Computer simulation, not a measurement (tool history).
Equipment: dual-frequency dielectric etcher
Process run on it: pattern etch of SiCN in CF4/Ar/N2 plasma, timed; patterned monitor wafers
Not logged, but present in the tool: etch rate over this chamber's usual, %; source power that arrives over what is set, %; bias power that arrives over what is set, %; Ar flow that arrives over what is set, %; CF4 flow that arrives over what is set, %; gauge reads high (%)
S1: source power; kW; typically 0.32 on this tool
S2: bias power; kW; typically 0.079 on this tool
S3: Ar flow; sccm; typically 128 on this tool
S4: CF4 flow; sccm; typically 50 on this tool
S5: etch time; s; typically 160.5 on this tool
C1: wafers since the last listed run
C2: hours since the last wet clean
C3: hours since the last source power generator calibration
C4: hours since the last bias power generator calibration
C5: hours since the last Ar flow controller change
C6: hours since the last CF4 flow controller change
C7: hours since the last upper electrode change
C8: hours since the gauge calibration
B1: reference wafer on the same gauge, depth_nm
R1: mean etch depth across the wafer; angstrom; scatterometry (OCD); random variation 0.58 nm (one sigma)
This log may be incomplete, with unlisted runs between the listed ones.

{"run": 1, "hour": 0.0, "S1": 0.32, "S2": 0.079, "S3": 128, "S4": 50, "S5": 160.5, "C1": 0, "C2": 216.2, "C3": 353.7, "C4": 133.1, "C5": 3751.7, "C6": 32.8, "C7": 1710.9, "C8": 1153.2, "B1": 102.9, "R1": 964}
{"hour": 54.9, "done": "upper electrode replaced"}
{"run": 2, "hour": 61.6, "S1": 0.32, "S2": 0.079, "S3": 128, "S4": 50, "S5": 160.5, "C1": 331, "C2": 277.8, "C3": 415.3, "C4": 194.7, "C5": 3813.3, "C6": 94.4, "C7": 6.7, "C8": 1214.8, "B1": 102.9, "R1": 959}
{"run": 3, "hour": 126.1, "S1": 0.32, "S2": 0.072, "S3": 128, "S4": 50, "S5": 160.5, "C1": 567, "C2": 342.3, "C3": 479.8, "C4": 259.2, "C5": 3877.8, "C6": 158.9, "C7": 71.2, "C8": 1279.3, "B1": 102.7, "R1": 922}
{"hour": 164.4, "done": "gauge calibrated"}
{"run": 4, "hour": 190.2, "S1": 0.32, "S2": 0.079, "S3": 147, "S4": 50, "S5": 160.5, "C1": 564, "C2": 406.4, "C3": 543.9, "C4": 323.3, "C5": 3941.9, "C6": 223, "C7": 135.3, "C8": 25.8, "B1": 102.8, "R1": 942}
{"run": 5, "hour": 248.9, "S1": 0.32, "S2": 0.079, "S3": 128, "S4": 50, "S5": 160.5, "C1": 516, "C2": 465.1, "C3": 602.6, "C4": 382, "C5": 4000.6, "C6": 281.7, "C7": 194, "C8": 84.5, "B1": 103.1, "R1": 944}
{"run": 6, "hour": 276.2, "S1": 0.32, "S2": 0.079, "S3": 154, "S4": 50, "S5": 160.5, "C1": 240, "C2": 492.4, "C3": 629.9, "C4": 409.3, "C5": 4027.9, "C6": 309, "C7": 221.3, "C8": 111.8, "B1": 102.8, "R1": 923}
{"hour": 304.2, "done": "wet clean of the chamber"}
{"run": 7, "hour": 323.4, "S1": 0.26, "S2": 0.079, "S3": 117, "S4": 50, "S5": 160.5, "C1": 204, "C2": 19.2, "C3": 677.1, "C4": 456.5, "C5": 4075.1, "C6": 356.2, "C7": 268.5, "C8": 159, "B1": 102.9, "R1": 905}
{"run": 8, "hour": 392.4, "S1": 0.32, "S2": 0.079, "S3": 128, "S4": 50, "S5": 160.5, "C1": 607, "C2": 88.2, "C3": 746.1, "C4": 525.5, "C5": 4144.1, "C6": 425.2, "C7": 337.5, "C8": 228, "B1": 102.5, "R1": 986}
{"hour": 414.3, "done": "Ar flow controller replaced"}
{"run": 9, "hour": 447.8, "S1": 0.39, "S2": 0.085, "S3": 128, "S4": 50, "S5": 160.5, "C1": 434, "C2": 143.6, "C3": 801.5, "C4": 580.9, "C5": 33.5, "C6": 480.6, "C7": 392.9, "C8": 283.4, "B1": 102.8, "R1": 1093}
{"run": 10, "hour": 499.2, "S1": 0.28, "S2": 0.066, "S3": 128, "S4": 50, "S5": 143.5, "C1": 452, "C2": 195, "C3": 852.9, "C4": 632.3, "C5": 84.9, "C6": 532, "C7": 444.3, "C8": 334.8, "B1": 102.8, "R1": 770}
{"run": 11, "hour": 531.4, "S1": 0.32, "S2": 0.071, "S3": 157, "S4": 50, "S5": 129, "C1": 283, "C2": 227.2, "C3": 885.1, "C4": 664.5, "C5": 117.1, "C6": 564.2, "C7": 476.5, "C8": 367, "B1": 102.7, "R1": 722}
{"run": 12, "hour": 573.5, "S1": 0.37, "S2": 0.068, "S3": 128, "S4": 46, "S5": 160.5, "C1": 370, "C2": 269.3, "C3": 927.2, "C4": 706.6, "C5": 159.2, "C6": 606.3, "C7": 518.6, "C8": 409.1, "B1": 103, "R1": 967}
{"run": 13, "hour": 631.6, "S1": 0.32, "S2": 0.079, "S3": 105, "S4": 50, "S5": 183, "C1": 511, "C2": 327.4, "C3": 985.3, "C4": 764.7, "C5": 217.3, "C6": 664.4, "C7": 576.7, "C8": 467.2, "B1": 103, "R1": 1114}
{"run": 14, "hour": 698.8, "S1": 0.32, "S2": 0.06, "S3": 128, "S4": 60, "S5": 139.5, "C1": 591, "C2": 394.6, "C3": 1052.5, "C4": 831.9, "C5": 284.5, "C6": 731.6, "C7": 643.9, "C8": 534.4, "B1": 102.7, "R1": 769}
{"run": 15, "hour": 727.8, "S1": 0.4, "S2": 0.064, "S3": 145, "S4": 50, "S5": 145.5, "C1": 255, "C2": 423.6, "C3": 1081.5, "C4": 860.9, "C5": 313.5, "C6": 760.6, "C7": 672.9, "C8": 563.4, "B1": 102.7, "R1": 869}
{"run": 16, "hour": 763.2, "S1": 0.29, "S2": 0.095, "S3": 128, "S4": 50, "S5": 160.5, "C1": 311, "C2": 459, "C3": 1116.9, "C4": 896.3, "C5": 348.9, "C6": 796, "C7": 708.3, "C8": 598.8, "B1": 102.9, "R1": 973}
{"run": 17, "hour": 811.0, "S1": 0.32, "S2": 0.079, "S3": 154, "S4": 50, "S5": 160.5, "C1": 420, "C2": 506.8, "C3": 1164.7, "C4": 944.1, "C5": 396.7, "C6": 843.8, "C7": 756.1, "C8": 646.6, "B1": 102.7, "R1": 917}
{"hour": 838.8, "done": "wet clean of the chamber"}
{"run": 18, "hour": 873.2, "S1": 0.32, "S2": 0.074, "S3": 128, "S4": 50, "S5": 160.5, "C1": 336, "C2": 34.4, "C3": 1226.9, "C4": 1006.3, "C5": 458.9, "C6": 906, "C7": 818.3, "C8": 708.8, "B1": 102.8, "R1": 951}
{"run": 19, "hour": 930.0, "S1": 0.32, "S2": 0.079, "S3": 128, "S4": 50, "S5": 193.5, "C1": 500, "C2": 91.2, "C3": 1283.7, "C4": 1063.1, "C5": 515.7, "C6": 962.8, "C7": 875.1, "C8": 765.6, "B1": 102.9, "R1": 1174}
{"run": 20, "hour": 963.3, "S1": 0.32, "S2": 0.079, "S3": 128, "S4": 50, "S5": 160.5, "C1": 293, "C2": 124.5, "C3": 1317, "C4": 1096.4, "C5": 549, "C6": 996.1, "C7": 908.4, "C8": 798.9, "B1": 102.7, "R1": 968}

Take each entry between the runs: how does the hidden state at the last listed run before it differ from the hidden state at the first listed run after it?
Run 1 -> run 2: upper electrode replaced (hour 54.9)
  etch rate over this chamber's usual, %: -1.31 -> -1.79
  measured minus no-state result, R1: -13 -> -18 angstrom
Run 3 -> run 4: gauge calibrated (hour 164.4)
  etch rate over this chamber's usual, %: -2.29 -> -2.79
  measured minus no-state result, R1: -22 -> -28 angstrom
Run 6 -> run 7: wet clean of the chamber (hour 304.2)
  etch rate over this chamber's usual, %: -3.46 -> 0.448
  measured minus no-state result, R1: -34 -> +4 angstrom
Run 8 -> run 9: Ar flow controller replaced (hour 414.3)
  etch rate over this chamber's usual, %: -0.0898 -> -0.522
  measured minus no-state result, R1: -1 -> -5 angstrom
Run 17 -> run 18: wet clean of the chamber (hour 838.8)
  etch rate over this chamber's usual, %: -3.35 -> -0.152
  measured minus no-state result, R1: -32 -> -1 angstrom
